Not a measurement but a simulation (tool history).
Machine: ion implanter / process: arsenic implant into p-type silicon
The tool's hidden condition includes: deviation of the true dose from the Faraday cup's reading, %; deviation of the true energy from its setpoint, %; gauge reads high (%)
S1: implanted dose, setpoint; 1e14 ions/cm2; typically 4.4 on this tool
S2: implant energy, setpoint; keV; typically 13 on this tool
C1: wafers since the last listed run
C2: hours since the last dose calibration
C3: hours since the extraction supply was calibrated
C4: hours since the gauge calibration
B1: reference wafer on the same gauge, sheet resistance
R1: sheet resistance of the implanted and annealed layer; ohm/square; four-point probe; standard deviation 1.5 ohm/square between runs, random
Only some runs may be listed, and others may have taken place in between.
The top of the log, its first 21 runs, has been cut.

run,hour,S1,S2,C1,C2,C3,C4,B1,R1
22,313.5,4.4,15.5,338,90.3,145.9,147.8,238.89,256.31
23,329.1,4.4,13,359,105.9,161.5,163.4,238.62,261.18
24,335.5,5.59,11,147,112.3,167.9,169.8,239.05,224.1
25,341.6,3.28,11.5,140,118.4,174,175.9,238.4,329.06
26,369.1,4.4,13,634,145.9,201.5,203.4,238.73,260.89
27,385.8,3.21,8.5,385,162.6,218.2,220.1,238.74,342.63
28,402.1,4.81,16.5,375,178.9,234.5,236.4,239.07,237.05
29,409.8,3.1,8.5,177,186.6,242.2,244.1,238.87,353.46
30,419.7,4.4,10,228,196.5,252.1,254,239.12,264.55
31,429.5,4.4,13,225,206.3,261.9,263.8,239.64,262.87
32,444.4,4.9,14.5,343,221.2,276.8,278.7,238.96,241.31
33,453,3.09,11.5,198,229.8,285.4,287.3,239.04,349.08
34,469.6,3.12,13,382,246.4,302,303.9,238.75,339.91
35,475.7,3.4,14.5,140,252.5,308.1,310,238.32,314.57
36,520.7,5.33,13,1037,297.5,353.1,355,238.22,228.64
37,538.3,4.4,13,405,315.1,370.7,372.6,239.32,260.22
38,581.4,5.08,17.5,993,358.2,413.8,415.7,239.14,230.07

Here are 3 independent what-if runs from the current tool condition. What would each one return?
A,581.8,4.4,13,9,358.6,414.2,416.1,?,?
B,581.8,4.92,10.5,9,358.6,414.2,416.1,?,?
C,581.8,4.4,11,9,358.6,414.2,416.1,?,?

run,B1,R1
A,239,261.45
B,239,245.85
C,239,265.51
With no hidden state in the tool, these same runs would have given:
run,R1
A,258.37
B,243.04
C,262.38
